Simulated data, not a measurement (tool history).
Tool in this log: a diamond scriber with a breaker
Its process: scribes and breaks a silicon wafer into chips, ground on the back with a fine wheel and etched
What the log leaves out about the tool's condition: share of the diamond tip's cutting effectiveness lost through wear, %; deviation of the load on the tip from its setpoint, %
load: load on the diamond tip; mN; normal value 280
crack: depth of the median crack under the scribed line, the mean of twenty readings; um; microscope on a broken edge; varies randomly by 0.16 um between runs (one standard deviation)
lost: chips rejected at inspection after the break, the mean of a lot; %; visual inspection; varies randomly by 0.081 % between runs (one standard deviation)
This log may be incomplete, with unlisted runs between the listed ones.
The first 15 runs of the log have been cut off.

run	day	load	wafers since the last listed run	hours since the diamond tip was replaced	hours since the load on the tip was calibrated	incoming depth of the damage left on the back of the incoming wafer, um	crack	lost
16	21.104	280	66	631.2	34.7	0.38	13.06	1.65
17	22.417	237	75	662.7	66.2	0.58	11.53	6.99
18	23.021	235	34	677.2	80.7	0.73	11.43	7.67
19	23.8	258	44	695.9	99.4	0.34	12.42	4.61
20	24.779	280	56	719.4	122.9	0.46	13.2	2.08
21	25.338	334	32	732.8	136.3	0.73	14.86	1.67
22	26.317	322	56	756.3	159.8	0.65	14.32	1.28
# day 28.833: diamond tip replaced by a new one
23	30.492	317	235	39.8	260	0.73	15.27	2.25
24	31.829	357	77	71.9	292.1	0.64	16.49	6.82
25	32.408	247	33	85.8	306	0.34	12.4	3.31
26	33.554	233	65	113.3	333.5	0.39	12.06	5.26
27	34.725	324	67	141.4	361.6	0.64	15.25	2.74
28	35.796	280	61	167.1	387.3	0.72	13.73	1.22
29	36.7	280	52	188.8	409	0.75	13.44	1.13
30	37.967	328	72	219.2	439.4	0.59	15.54	3.14
31	39.379	280	81	253.1	473.3	0.56	13.6	1.36
32	39.888	249	29	265.3	485.5	0.5	12.73	3.44
33	41.712	355	105	309.1	529.3	0.55	16.61	5.01

Below are 4 alternative next runs, each starting from the tool's condition after run 33. Predict each:
A	41.742	280	1	309.8	530	0.56	?	?
B	41.742	219	1	309.8	530	0.56	?	?
C	41.742	303	1	309.8	530	0.56	?	?
D	41.742	257	1	309.8	530	0.56	?	?

run	crack	lost
A	13.73	1.16
B	11.37	8.18
C	14.56	1.33
D	12.86	2.33
The same runs, with their run-to-run variation unchanged, on a tool lacking any hidden condition would have given:
run	crack	lost
A	14.02	1.09
B	11.62	6.86
C	14.87	1.67
D	13.14	1.79

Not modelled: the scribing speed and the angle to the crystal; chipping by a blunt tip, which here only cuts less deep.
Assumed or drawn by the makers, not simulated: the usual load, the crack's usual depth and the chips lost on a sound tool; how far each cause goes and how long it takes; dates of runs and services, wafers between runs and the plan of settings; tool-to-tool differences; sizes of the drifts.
